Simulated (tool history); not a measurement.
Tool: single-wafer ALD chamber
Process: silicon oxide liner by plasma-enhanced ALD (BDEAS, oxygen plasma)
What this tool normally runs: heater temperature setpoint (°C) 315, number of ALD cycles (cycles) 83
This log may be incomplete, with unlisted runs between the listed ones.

run,hour,heater temperature setpoint (°C),number of ALD cycles (cycles),wafers since the last listed run,hours since the last thermocouple change,hours since the gauge calibration,"read-back reference wafer on the same gauge, thickness_nm",mean film thickness on the monitor wafer (angstrom)
1,0,315,83,0,729.1,503.3,6.942,73.28
2,12.3,315,90,56,741.4,515.6,6.939,79.71
3,24.5,303,92,56,753.6,527.8,6.942,83.39
4,36.8,303,92,56,765.9,540.1,6.943,83.07
5,68.4,303,92,145,797.5,571.7,6.94,83.05
6,85.3,315,83,77,814.4,588.6,6.943,73.43
7,116,315,87,141,845.1,619.3,6.942,77.16
8,151.9,315,87,165,881,655.2,6.941,76.96
9,169,311,83,78,898.1,672.3,6.941,74.21
10,200,311,83,142,929.1,703.3,6.942,73.88
11,232.6,311,83,150,961.7,735.9,6.939,73.94
12,267.7,319,92,161,996.8,771,6.937,80.91
13,299.8,319,92,147,1028.9,803.1,6.939,80.99
14,326.9,319,92,124,1056,830.2,6.942,80.95
15,345.3,315,83,84,1074.4,848.6,6.94,73.54
# hour 368.5: thermocouple changed; heater temperature recalibrated
16,373.9,315,83,94,5.4,877.2,6.942,73.54
17,400.4,320,77,122,31.9,903.7,6.943,67.5
18,424.4,326,66,110,55.9,927.7,6.941,57.23
19,458.5,330,68,157,90,961.8,6.941,58.69
20,478.9,311,73,94,110.4,982.2,6.937,65.13
21,513.4,324,83,159,144.9,1016.7,6.94,72.57
22,541.7,315,83,130,173.2,1045,6.939,73.44
23,556.2,309,97,66,187.7,1059.5,6.941,86.92
# hour 580.1: gauge calibrated
24,614.6,323,88,269,246.1,34.5,6.941,77
25,641.8,315,83,125,273.3,61.7,6.944,73.5

Run 26 has not been measured yet. What should we expect?
26,703.3,310,70,283,334.8,123.2,?,?

read-back reference wafer on the same gauge, thickness_nm: 6.941
mean film thickness on the monitor wafer (angstrom): 62.41
Without the tool's hidden state the same run would have given mean film thickness on the monitor wafer (angstrom) 62.41.
